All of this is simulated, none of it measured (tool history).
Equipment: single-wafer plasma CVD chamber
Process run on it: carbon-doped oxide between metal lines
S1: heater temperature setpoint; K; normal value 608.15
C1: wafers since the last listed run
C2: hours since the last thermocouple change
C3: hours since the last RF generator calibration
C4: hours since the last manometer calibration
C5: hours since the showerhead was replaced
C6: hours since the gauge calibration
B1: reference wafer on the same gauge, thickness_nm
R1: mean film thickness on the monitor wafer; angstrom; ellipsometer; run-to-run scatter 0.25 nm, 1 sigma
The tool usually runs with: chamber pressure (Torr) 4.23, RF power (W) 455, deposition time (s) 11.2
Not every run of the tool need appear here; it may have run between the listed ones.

run 1 hour=0 | S1=608.15 chamber_pressure_(Torr)=4.23 RF_power_(W)=395 deposition_time_(s)=11.2 | C1=0 C2=1124.6 C3=798.4 C4=1177.6 C5=2339.8 C6=3367.2 | B1=59.493 | R1=519.01
run 2 hour=42.9 | S1=608.15 chamber_pressure_(Torr)=4.23 RF_power_(W)=410 deposition_time_(s)=11.2 | C1=871 C2=1167.5 C3=841.3 C4=1220.5 C5=2382.7 C6=3410.1 | B1=59.518 | R1=527.82
run 3 hour=88.1 | S1=608.15 chamber_pressure_(Torr)=4.23 RF_power_(W)=410 deposition_time_(s)=11.2 | C1=918 C2=1212.7 C3=886.5 C4=1265.7 C5=2427.9 C6=3455.3 | B1=59.49 | R1=523.88
run 4 hour=144.1 | S1=608.15 chamber_pressure_(Torr)=4.23 RF_power_(W)=410 deposition_time_(s)=11.2 | C1=1138 C2=1268.7 C3=942.5 C4=1321.7 C5=2483.9 C6=3511.3 | B1=59.436 | R1=529.03
run 5 hour=213.9 | S1=619.15 chamber_pressure_(Torr)=4.23 RF_power_(W)=455 deposition_time_(s)=11.2 | C1=1418 C2=1338.5 C3=1012.3 C4=1391.5 C5=2553.7 C6=3581.1 | B1=59.445 | R1=541.21
-- hour=254.5 gauge calibrated
run 6 hour=270.9 | S1=619.15 chamber_pressure_(Torr)=4.23 RF_power_(W)=455 deposition_time_(s)=11.2 | C1=1158 C2=1395.5 C3=1069.3 C4=1448.5 C5=2610.7 C6=16.4 | B1=59.559 | R1=541.04
-- hour=287 capacitance manometer re-zeroed and calibrated
run 7 hour=468.8 | S1=619.15 chamber_pressure_(Torr)=4.23 RF_power_(W)=455 deposition_time_(s)=11.2 | C1=3859 C2=1593.4 C3=1267.2 C4=181.8 C5=2808.6 C6=214.3 | B1=59.587 | R1=541.89
-- hour=507.4 RF generator calibrated
run 8 hour=514.9 | S1=601.15 chamber_pressure_(Torr)=4.23 RF_power_(W)=455 deposition_time_(s)=11.2 | C1=774 C2=1639.5 C3=7.5 C4=227.9 C5=2854.7 C6=260.4 | B1=59.533 | R1=565.17
-- hour=537.1 showerhead replaced
-- hour=780.1 thermocouple changed; heater temperature recalibrated
run 9 hour=813.6 | S1=613.15 chamber_pressure_(Torr)=4.23 RF_power_(W)=455 deposition_time_(s)=11.2 | C1=5744 C2=33.5 C3=306.2 C4=526.6 C5=276.5 C6=559.1 | B1=59.531 | R1=557.41
run 10 hour=911.8 | S1=608.15 chamber_pressure_(Torr)=4.23 RF_power_(W)=455 deposition_time_(s)=9.6 | C1=1995 C2=131.7 C3=404.4 C4=624.8 C5=374.7 C6=657.3 | B1=59.592 | R1=482.9
run 11 hour=986.7 | S1=602.15 chamber_pressure_(Torr)=4.7 RF_power_(W)=495 deposition_time_(s)=9.3 | C1=1522 C2=206.6 C3=479.3 C4=699.7 C5=449.6 C6=732.2 | B1=59.377 | R1=500.21
run 12 hour=1057.3 | S1=621.15 chamber_pressure_(Torr)=4.79 RF_power_(W)=455 deposition_time_(s)=11.2 | C1=1434 C2=277.2 C3=549.9 C4=770.3 C5=520.2 C6=802.8 | B1=59.54 | R1=556.38
run 13 hour=1130.3 | S1=622.15 chamber_pressure_(Torr)=4.87 RF_power_(W)=540 deposition_time_(s)=9.9 | C1=1483 C2=350.2 C3=622.9 C4=843.3 C5=593.2 C6=875.8 | B1=59.493 | R1=529.56
run 14 hour=1181.7 | S1=602.15 chamber_pressure_(Torr)=4.6 RF_power_(W)=455 deposition_time_(s)=11.2 | C1=1044 C2=401.6 C3=674.3 C4=894.7 C5=644.6 C6=927.2 | B1=59.463 | R1=579.02
run 15 hour=1287.8 | S1=604.15 chamber_pressure_(Torr)=4.23 RF_power_(W)=420 deposition_time_(s)=9.4 | C1=2156 C2=507.7 C3=780.4 C4=1000.8 C5=750.7 C6=1033.3 | B1=59.418 | R1=454.37
run 16 hour=1377.3 | S1=608.15 chamber_pressure_(Torr)=4.23 RF_power_(W)=455 deposition_time_(s)=11.2 | C1=1818 C2=597.2 C3=869.9 C4=1090.3 C5=840.2 C6=1122.8 | B1=59.439 | R1=554.55
run 17 hour=1448.2 | S1=608.15 chamber_pressure_(Torr)=4.65 RF_power_(W)=455 deposition_time_(s)=11.2 | C1=1440 C2=668.1 C3=940.8 C4=1161.2 C5=911.1 C6=1193.7 | B1=59.535 | R1=568.2
run 18 hour=1520.6 | S1=608.15 chamber_pressure_(Torr)=3.72 RF_power_(W)=455 deposition_time_(s)=11.2 | C1=1471 C2=740.5 C3=1013.2 C4=1233.6 C5=983.5 C6=1266.1 | B1=59.486 | R1=544.07
run 19 hour=1562.3 | S1=608.15 chamber_pressure_(Torr)=3.2 RF_power_(W)=410 deposition_time_(s)=10.4 | C1=847 C2=782.2 C3=1054.9 C4=1275.3 C5=1025.2 C6=1307.8 | B1=59.479 | R1=474.82
-- hour=1579.3 capacitance manometer re-zeroed and calibrated
run 20 hour=1630.6 | S1=608.15 chamber_pressure_(Torr)=5.16 RF_power_(W)=385 deposition_time_(s)=11.2 | C1=1225 C2=850.5 C3=1123.2 C4=51.3 C5=1093.5 C6=1376.1 | B1=59.509 | R1=528.97
run 21 hour=1701.1 | S1=608.15 chamber_pressure_(Torr)=4.23 RF_power_(W)=455 deposition_time_(s)=11.2 | C1=1432 C2=921 C3=1193.7 C4=121.8 C5=1164 C6=1446.6 | B1=59.533 | R1=556.92
-- hour=1723.8 RF generator calibrated
run 22 hour=1756.5 | S1=602.15 chamber_pressure_(Torr)=3.49 RF_power_(W)=415 deposition_time_(s)=10.1 | C1=963 C2=976.4 C3=32.7 C4=177.2 C5=1219.4 C6=1502 | B1=59.447 | R1=474.12
run 23 hour=1898 | S1=613.15 chamber_pressure_(Torr)=5.1 RF_power_(W)=455 deposition_time_(s)=12.2 | C1=2875 C2=1117.9 C3=174.2 C4=318.7 C5=1360.9 C6=1643.5 | B1=59.492 | R1=619.22
run 24 hour=1958.3 | S1=608.15 chamber_pressure_(Torr)=4.23 RF_power_(W)=455 deposition_time_(s)=12.7 | C1=1225 C2=1178.2 C3=234.5 C4=379 C5=1421.2 C6=1703.8 | B1=59.477 | R1=625.77
run 25 hour=2009.4 | S1=608.15 chamber_pressure_(Torr)=3.67 RF_power_(W)=520 deposition_time_(s)=11.2 | C1=1038 C2=1229.3 C3=285.6 C4=430.1 C5=1472.3 C6=1754.9 | B1=59.473 | R1=581.24
run 26 hour=2095.9 | S1=593.15 chamber_pressure_(Torr)=5.18 RF_power_(W)=455 deposition_time_(s)=13.4 | C1=1757 C2=1315.8 C3=372.1 C4=516.6 C5=1558.8 C6=1841.4 | B1=59.478 | R1=715.7
run 27 hour=2149.7 | S1=608.15 chamber_pressure_(Torr)=4.23 RF_power_(W)=455 deposition_time_(s)=11.2 | C1=1093 C2=1369.6 C3=425.9 C4=570.4 C5=1612.6 C6=1895.2 | B1=59.429 | R1=558.71
run 28 hour=2222.2 | S1=602.15 chamber_pressure_(Torr)=4.23 RF_power_(W)=510 deposition_time_(s)=12.9 | C1=1473 C2=1442.1 C3=498.4 C4=642.9 C5=1685.1 C6=1967.7 | B1=59.475 | R1=679.85

Here are 4 independent what-if runs from the current tool condition. What would each one return?
run A hour=2222.6 | S1=608.15 chamber_pressure_(Torr)=4.23 RF_power_(W)=455 deposition_time_(s)=11.2 | C1=8 C2=1442.5 C3=498.8 C4=643.3 C5=1685.5 C6=1968.1 | B1=? | R1=?
run B hour=2222.6 | S1=608.15 chamber_pressure_(Torr)=3.19 RF_power_(W)=390 deposition_time_(s)=12.1 | C1=8 C2=1442.5 C3=498.8 C4=643.3 C5=1685.5 C6=1968.1 | B1=? | R1=?
run C hour=2222.6 | S1=615.15 chamber_pressure_(Torr)=4.64 RF_power_(W)=495 deposition_time_(s)=13.4 | C1=8 C2=1442.5 C3=498.8 C4=643.3 C5=1685.5 C6=1968.1 | B1=? | R1=?
run D hour=2222.6 | S1=620.15 chamber_pressure_(Torr)=4.23 RF_power_(W)=455 deposition_time_(s)=11.2 | C1=8 C2=1442.5 C3=498.8 C4=643.3 C5=1685.5 C6=1968.1 | B1=? | R1=?

run=A B1=59.522 R1=557.59
run=B B1=59.522 R1=537.7
run=C B1=59.522 R1=687.3
run=D B1=59.522 R1=540.33
With no hidden state in the tool, these same runs would have given:
run=A R1=566.65
run=B R1=546.43
run=C R1=697.5
run=D R1=548.18
